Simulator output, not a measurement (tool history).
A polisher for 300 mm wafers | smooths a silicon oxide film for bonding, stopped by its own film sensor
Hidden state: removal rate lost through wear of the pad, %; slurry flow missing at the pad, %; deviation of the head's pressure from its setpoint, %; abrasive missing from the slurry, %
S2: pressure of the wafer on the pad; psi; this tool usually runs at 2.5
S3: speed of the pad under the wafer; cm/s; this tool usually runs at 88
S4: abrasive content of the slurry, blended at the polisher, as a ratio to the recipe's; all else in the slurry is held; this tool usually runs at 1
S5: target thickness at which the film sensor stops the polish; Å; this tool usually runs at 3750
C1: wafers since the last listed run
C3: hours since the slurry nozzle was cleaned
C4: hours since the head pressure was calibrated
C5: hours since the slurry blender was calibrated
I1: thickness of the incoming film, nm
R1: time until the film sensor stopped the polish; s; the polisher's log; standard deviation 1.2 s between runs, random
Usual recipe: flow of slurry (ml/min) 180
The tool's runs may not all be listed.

Run 1, hour 0: usual settings; C1 0; wafers polished on this pad 2455; C3 44.8; C4 333; C5 41.8; I1 437. Result: R1 73.1 s.
Run 2, hour 39.3: usual settings but S5 3840 Å; C1 344; wafers polished on this pad 2800; C3 84.1; C4 372.3; C5 81.1; I1 424.7. Result: R1 49.2 s.
At hour 140.7: head pressure recalibrated.
At hour 197.4: worn pad replaced by a new one.
Run 3, hour 293.7: usual settings but S4 0.75; C1 2180; wafers polished on this pad 844; C3 338.5; C4 153; C5 335.5; I1 431.2. Result: R1 77.6 s.
Run 4, hour 339.1: usual settings but S4 0.85; C1 398; wafers polished on this pad 1243; C3 383.9; C4 198.4; C5 380.9; I1 428.4. Result: R1 67.9 s.
At hour 412: slurry blender recalibrated.
Run 5, hour 445.7: usual settings but S4 0.85; C1 918; wafers polished on this pad 2161; C3 490.5; C4 305; C5 33.7; I1 431.2. Result: R1 77 s.
Run 6, hour 492.9: usual settings; C1 414; wafers polished on this pad 2575; C3 537.7; C4 352.2; C5 80.9; I1 421.4. Result: R1 61.2 s.
Run 7, hour 553.8: usual settings; C1 534; wafers polished on this pad 3110; C3 598.6; C4 413.1; C5 141.8; I1 426.3. Result: R1 69.1 s.
At hour 621.9: head pressure recalibrated.
At hour 755.8: slurry nozzle cleaned.
At hour 761.9: worn pad replaced by a new one.
Run 8, hour 763: usual settings; C1 1774; wafers polished on this pad 9; C3 7.2; C4 141.1; C5 351; I1 434. Result: R1 83.1 s.
At hour 838.6: slurry blender recalibrated, repeated, since the last time left the tool worse.
Run 9, hour 842.6: usual settings; C1 681; wafers polished on this pad 690; C3 86.8; C4 220.7; C5 4; I1 430.7. Result: R1 67.7 s.
Run 10, hour 919.1: usual settings; C1 671; wafers polished on this pad 1362; C3 163.3; C4 297.2; C5 80.5; I1 435.5. Result: R1 72.4 s.
Run 11, hour 983.5: usual settings; C1 565; wafers polished on this pad 1927; C3 227.7; C4 361.6; C5 144.9; I1 423.4. Result: R1 60 s.
Run 12, hour 1028: usual settings but S4 0.9; C1 390; wafers polished on this pad 2318; C3 272.2; C4 406.1; C5 189.4; I1 428.8. Result: R1 68.5 s.
At hour 1103: head pressure recalibrated.
At hour 1228.9: worn pad replaced by a new one.
Run 13, hour 1237: usual settings but S4 0.9; C1 1781; wafers polished on this pad 70; C3 481.2; C4 134; C5 398.4; I1 435.6. Result: R1 78.9 s.
Run 14, hour 1277: usual settings but flow of slurry (ml/min) 210, S2 1.7 psi; C1 351; wafers polished on this pad 422; C3 521.2; C4 174; C5 438.4; I1 427.9. Result: R1 98.5 s.
Run 15, hour 1345: usual settings; C1 596; wafers polished on this pad 1019; C3 589.2; C4 242; C5 506.4; I1 427.2. Result: R1 64.8 s.
At hour 1363.4: slurry blender recalibrated.
Run 16, hour 1405.3: usual settings but S3 102 cm/s, S5 3810 Å; C1 511; wafers polished on this pad 1530; C3 649.5; C4 302.3; C5 41.9; I1 429.9. Result: R1 53.9 s.
At hour 1435.4: slurry nozzle cleaned.
Run 17, hour 1470.2: usual settings but S2 2.2 psi; C1 560; wafers polished on this pad 2091; C3 34.8; C4 367.2; C5 106.8; I1 429. Result: R1 74.5 s.
Run 18, hour 1553.1: usual settings but S3 72 cm/s, S4 1.25, S5 3840 Å; C1 727; wafers polished on this pad 2819; C3 117.7; C4 450.1; C5 189.7; I1 422.7. Result: R1 49.2 s.
At hour 1579.6: head pressure recalibrated.
Run 19, hour 1651.4: usual settings but S3 116 cm/s; C1 845; wafers polished on this pad 3664; C3 216; C4 71.8; C5 288; I1 432.9. Result: R1 57.8 s.
Run 20, hour 1741.4: usual settings but S5 3640 Å; C1 790; wafers polished on this pad 4454; C3 306; C4 161.8; C5 378; I1 430.9. Result: R1 82.6 s.
At hour 1754.3: worn pad replaced by a new one.
Run 21, hour 1797.6: usual settings but flow of slurry (ml/min) 140, S2 2.1 psi, S3 108 cm/s, S4 1.2; C1 458; wafers polished on this pad 379; C3 362.2; C4 218; C5 434.2; I1 439.3. Result: R1 81.9 s.
At hour 1817.5: slurry blender recalibrated.
Run 22, hour 1893.6: usual settings; C1 825; wafers polished on this pad 1205; C3 458.2; C4 314; C5 76.1; I1 431.3. Result: R1 66.9 s.
Run 23, hour 1981.2: usual settings but flow of slurry (ml/min) 240, S2 1.7 psi, S3 78 cm/s; C1 768; wafers polished on this pad 1974; C3 545.8; C4 401.6; C5 163.7; I1 423.9. Result: R1 91.3 s.
Run 24, hour 2041.7: usual settings but flow of slurry (ml/min) 230, S2 3.3 psi; C1 531; wafers polished on this pad 2505; C3 606.3; C4 462.1; C5 224.2; I1 427.7. Result: R1 47.4 s.
Run 25, hour 2081.1: usual settings but S2 2.3 psi, S3 78 cm/s; C1 345; wafers polished on this pad 2850; C3 645.7; C4 501.5; C5 263.6; I1 422.1. Result: R1 65.6 s.
Run 26, hour 2148.2: usual settings; C1 588; wafers polished on this pad 3439; C3 712.8; C4 568.6; C5 330.7; I1 434.5. Result: R1 72 s.
At hour 2164.8: slurry nozzle cleaned.
At hour 2168.6: head pressure recalibrated.
Run 27, hour 2239: usual settings; C1 770; wafers polished on this pad 4210; C3 74.2; C4 70.4; C5 421.5; I1 431.8. Result: R1 71.1 s.
At hour 2264: slurry blender recalibrated.
At hour 2345.8: worn pad replaced by a new one.
Run 28, hour 2346.3: usual settings but S2 3.3 psi, S3 118 cm/s, S5 3940 Å; C1 889; wafers polished on this pad 4; C3 181.5; C4 177.7; C5 82.3; I1 427.9. Result: R1 25.1 s.

What if the next run were any one of these 5? Each begins from the tool's condition after run 28:
Run A, hour 2346.7: usual settings but S2 3.2 psi; C1 3; wafers polished on this pad 8; C3 181.9; C4 178.1; C5 82.7; I1 429.2. Result: R1 ?.
Run B, hour 2346.7: usual settings but flow of slurry (ml/min) 155, S2 2.2 psi, S3 106 cm/s, S4 0.8; C1 3; wafers polished on this pad 8; C3 181.9; C4 178.1; C5 82.7; I1 429.2. Result: R1 ?.
Run C, hour 2346.7: usual settings but S4 0.8, S5 3630 Å; C1 3; wafers polished on this pad 8; C3 181.9; C4 178.1; C5 82.7; I1 429.2. Result: R1 ?.
Run D, hour 2346.7: usual settings but flow of slurry (ml/min) 125; C1 3; wafers polished on this pad 8; C3 181.9; C4 178.1; C5 82.7; I1 429.2. Result: R1 ?.
Run E, hour 2346.7: usual settings but S2 2.8 psi, S4 0.7, S5 3680 Å; C1 3; wafers polished on this pad 8; C3 181.9; C4 178.1; C5 82.7; I1 429.2. Result: R1 ?.

run    R1
  A  50.1
  B  70.2
  C  83.5
  D  66.7
  E  71.6
Had the tool no hidden state, the same runs would have come out as:
run    R1
  A  49.6
  B  69.4
  C  82.6
  D    66
  E  70.8
